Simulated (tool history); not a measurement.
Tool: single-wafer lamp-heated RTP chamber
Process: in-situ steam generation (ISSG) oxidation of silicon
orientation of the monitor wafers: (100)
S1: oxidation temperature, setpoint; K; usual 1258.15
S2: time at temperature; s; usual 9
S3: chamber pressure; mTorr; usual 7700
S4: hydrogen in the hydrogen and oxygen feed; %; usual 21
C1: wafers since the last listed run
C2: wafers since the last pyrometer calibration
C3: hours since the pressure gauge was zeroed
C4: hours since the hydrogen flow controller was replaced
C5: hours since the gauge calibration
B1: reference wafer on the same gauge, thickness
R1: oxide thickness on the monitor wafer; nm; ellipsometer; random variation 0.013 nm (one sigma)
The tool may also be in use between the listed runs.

run 1 hour=0 | S1=1258.15 S2=9 S3=7700 S4=21 | C1=0 C2=824 C3=1286.8 C4=2735.5 C5=699.8 | B1=3.279 | R1=3.408
run 2 hour=59.2 | S1=1258.15 S2=9 S3=7700 S4=21 | C1=584 C2=1409 C3=1346 C4=2794.7 C5=759 | B1=3.279 | R1=3.413
run 3 hour=96.4 | S1=1258.15 S2=9 S3=7700 S4=21 | C1=367 C2=1776 C3=1383.2 C4=2831.9 C5=796.2 | B1=3.28 | R1=3.412
run 4 hour=184.1 | S1=1263.15 S2=9 S3=7700 S4=29 | C1=865 C2=2642 C3=1470.9 C4=2919.6 C5=883.9 | B1=3.278 | R1=3.794
run 5 hour=235.5 | S1=1258.15 S2=9 S3=7700 S4=21 | C1=507 C2=3149 C3=1522.3 C4=2971 C5=935.3 | B1=3.274 | R1=3.428
run 6 hour=314.9 | S1=1258.15 S2=9 S3=7700 S4=21 | C1=783 C2=3933 C3=1601.7 C4=3050.4 C5=1014.7 | B1=3.287 | R1=3.412
run 7 hour=404 | S1=1258.15 S2=9 S3=7700 S4=21 | C1=879 C2=4813 C3=1690.8 C4=3139.5 C5=1103.8 | B1=3.279 | R1=3.441
run 8 hour=465.4 | S1=1258.15 S2=9 S3=7700 S4=27 | C1=606 C2=5419 C3=1752.2 C4=3200.9 C5=1165.2 | B1=3.277 | R1=3.682
run 9 hour=553.1 | S1=1258.15 S2=9 S3=7700 S4=27 | C1=865 C2=6285 C3=1839.9 C4=3288.6 C5=1252.9 | B1=3.282 | R1=3.674
run 10 hour=625.7 | S1=1258.15 S2=9 S3=7700 S4=27 | C1=716 C2=7002 C3=1912.5 C4=3361.2 C5=1325.5 | B1=3.283 | R1=3.683
-- hour=675.8 pyrometer window cleaned and pyrometer calibrated
run 11 hour=723.8 | S1=1258.15 S2=9 S3=7700 S4=21 | C1=889 C2=473 C3=2010.6 C4=3459.3 C5=1423.6 | B1=3.28 | R1=3.497
run 12 hour=815.7 | S1=1258.15 S2=9 S3=7700 S4=21 | C1=907 C2=1381 C3=2102.5 C4=3551.2 C5=1515.5 | B1=3.281 | R1=3.485
run 13 hour=872.8 | S1=1258.15 S2=9 S3=7700 S4=21 | C1=563 C2=1945 C3=2159.6 C4=3608.3 C5=1572.6 | B1=3.279 | R1=3.488
run 14 hour=908.9 | S1=1258.15 S2=9 S3=7700 S4=21 | C1=356 C2=2301 C3=2195.7 C4=3644.4 C5=1608.7 | B1=3.28 | R1=3.48
run 15 hour=992.2 | S1=1277.15 S2=9 S3=8800 S4=21 | C1=822 C2=3123 C3=2279 C4=3727.7 C5=1692 | B1=3.278 | R1=3.738
-- hour=1052.5 pressure gauge zeroed
run 16 hour=1064.4 | S1=1258.15 S2=9 S3=7700 S4=21 | C1=633 C2=3757 C3=11.9 C4=3799.9 C5=1764.2 | B1=3.278 | R1=3.495
-- hour=1097 pyrometer window cleaned and pyrometer calibrated, repeated, since the last time left the tool worse
run 17 hour=1109.1 | S1=1273.15 S2=9 S3=7200 S4=30 | C1=362 C2=119 C3=56.6 C4=3844.6 C5=1808.9 | B1=3.276 | R1=3.92
-- hour=1110 gauge calibrated
run 18 hour=1159.3 | S1=1258.15 S2=9 S3=7700 S4=21 | C1=495 C2=615 C3=106.8 C4=3894.8 C5=49.3 | B1=3.285 | R1=3.398
run 19 hour=1254.6 | S1=1267.15 S2=9 S3=9200 S4=12 | C1=940 C2=1556 C3=202.1 C4=3990.1 C5=144.6 | B1=3.283 | R1=3.05

Forecast run 20:
run 20 hour=1320.5 | S1=1258.15 S2=12 S3=8800 S4=21 | C1=650 C2=2206 C3=268 C4=4056 C5=210.5 | B1=? | R1=?

Run 20 gave B1 3.279, R1 3.808 nm.
Without the tool's hidden state the same run would have given R1 3.769 nm.
